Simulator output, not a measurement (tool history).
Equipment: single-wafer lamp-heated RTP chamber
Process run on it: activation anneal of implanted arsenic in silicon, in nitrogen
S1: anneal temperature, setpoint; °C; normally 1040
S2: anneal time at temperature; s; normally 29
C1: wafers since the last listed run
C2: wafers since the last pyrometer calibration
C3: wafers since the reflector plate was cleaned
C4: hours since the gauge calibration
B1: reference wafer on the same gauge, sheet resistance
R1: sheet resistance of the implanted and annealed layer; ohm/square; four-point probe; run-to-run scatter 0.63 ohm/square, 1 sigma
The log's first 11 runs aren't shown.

run 12 hour=341.8 | S1=1056 S2=29 | C1=328 C2=590 C3=5408 C4=582.6 | B1=482.38 | R1=417.08
run 13 hour=375.4 | S1=1056 S2=29 | C1=312 C2=902 C3=5720 C4=616.2 | B1=482.32 | R1=417.36
run 14 hour=394.2 | S1=1040 S2=29 | C1=174 C2=1077 C3=5895 C4=635.0 | B1=482.32 | R1=419.77
-- hour=412.4 gauge calibrated
run 15 hour=425.6 | S1=1040 S2=29 | C1=291 C2=1369 C3=6187 C4=13.2 | B1=485.47 | R1=421.82
run 16 hour=448.5 | S1=1049 S2=33 | C1=212 C2=1582 C3=6400 C4=36.1 | B1=485.33 | R1=420.67
run 17 hour=462.2 | S1=1040 S2=43 | C1=127 C2=1709 C3=6527 C4=49.8 | B1=485.17 | R1=420.12
run 18 hour=485.8 | S1=1040 S2=29 | C1=219 C2=1928 C3=6747 C4=73.4 | B1=484.67 | R1=423.13
run 19 hour=498.1 | S1=1015 S2=13 | C1=114 C2=2043 C3=6861 C4=85.7 | B1=484.60 | R1=429.15
run 20 hour=564.2 | S1=1050 S2=29 | C1=614 C2=2657 C3=7476 C4=151.8 | B1=483.87 | R1=419.89
run 21 hour=580.9 | S1=1056 S2=45 | C1=155 C2=2812 C3=7631 C4=168.5 | B1=483.99 | R1=414.95
run 22 hour=597.8 | S1=1068 S2=25 | C1=157 C2=2970 C3=7788 C4=185.4 | B1=483.91 | R1=417.40
run 23 hour=621.7 | S1=1040 S2=29 | C1=222 C2=3192 C3=8010 C4=209.3 | B1=483.34 | R1=421.59
run 24 hour=634.8 | S1=1013 S2=39 | C1=121 C2=3314 C3=8132 C4=222.4 | B1=483.65 | R1=422.29
run 25 hour=650.0 | S1=1040 S2=39 | C1=141 C2=3455 C3=8273 C4=237.6 | B1=483.47 | R1=417.33
-- hour=690.8 reflector plate cleaned
run 26 hour=691.3 | S1=1020 S2=37 | C1=309 C2=3764 C3=4 C4=278.9 | B1=483.00 | R1=420.70
run 27 hour=700.8 | S1=1024 S2=44 | C1=88 C2=3853 C3=92 C4=288.4 | B1=483.24 | R1=419.39
run 28 hour=721.7 | S1=1065 S2=25 | C1=194 C2=4047 C3=287 C4=309.3 | B1=482.99 | R1=418.00
run 29 hour=745.5 | S1=1040 S2=41 | C1=221 C2=4268 C3=508 C4=333.1 | B1=483.01 | R1=417.23
run 30 hour=759.0 | S1=1021 S2=18 | C1=125 C2=4394 C3=633 C4=346.6 | B1=482.92 | R1=425.45
run 31 hour=772.2 | S1=1021 S2=29 | C1=122 C2=4517 C3=756 C4=359.8 | B1=482.63 | R1=422.47
run 32 hour=801.8 | S1=1040 S2=29 | C1=275 C2=4792 C3=1031 C4=389.4 | B1=482.82 | R1=420.04
run 33 hour=814.0 | S1=1060 S2=44 | C1=113 C2=4905 C3=1145 C4=401.6 | B1=482.67 | R1=412.68
run 34 hour=847.3 | S1=1065 S2=41 | C1=309 C2=5215 C3=1454 C4=434.9 | B1=482.62 | R1=411.87
run 35 hour=883.5 | S1=1011 S2=18 | C1=336 C2=5551 C3=1791 C4=471.1 | B1=482.37 | R1=424.97

Branching from run 35: 4 alternative next runs. What would each branch give?
run A hour=883.9 | S1=1040 S2=29 | C1=3 C2=5555 C3=1795 C4=471.5 | B1=? | R1=?
run B hour=883.9 | S1=1031 S2=39 | C1=3 C2=5555 C3=1795 C4=471.5 | B1=? | R1=?
run C hour=883.9 | S1=1040 S2=35 | C1=3 C2=5555 C3=1795 C4=471.5 | B1=? | R1=?
run D hour=883.9 | S1=1020 S2=41 | C1=3 C2=5555 C3=1795 C4=471.5 | B1=? | R1=?

run=A B1=482.50 R1=419.90
run=B B1=482.50 R1=419.22
run=C B1=482.50 R1=418.55
run=D B1=482.50 R1=420.52
The same runs, with their run-to-run variation unchanged, on a tool lacking any hidden condition would have given:
run=A R1=422.96
run=B R1=422.26
run=C R1=421.60
run=D R1=423.58
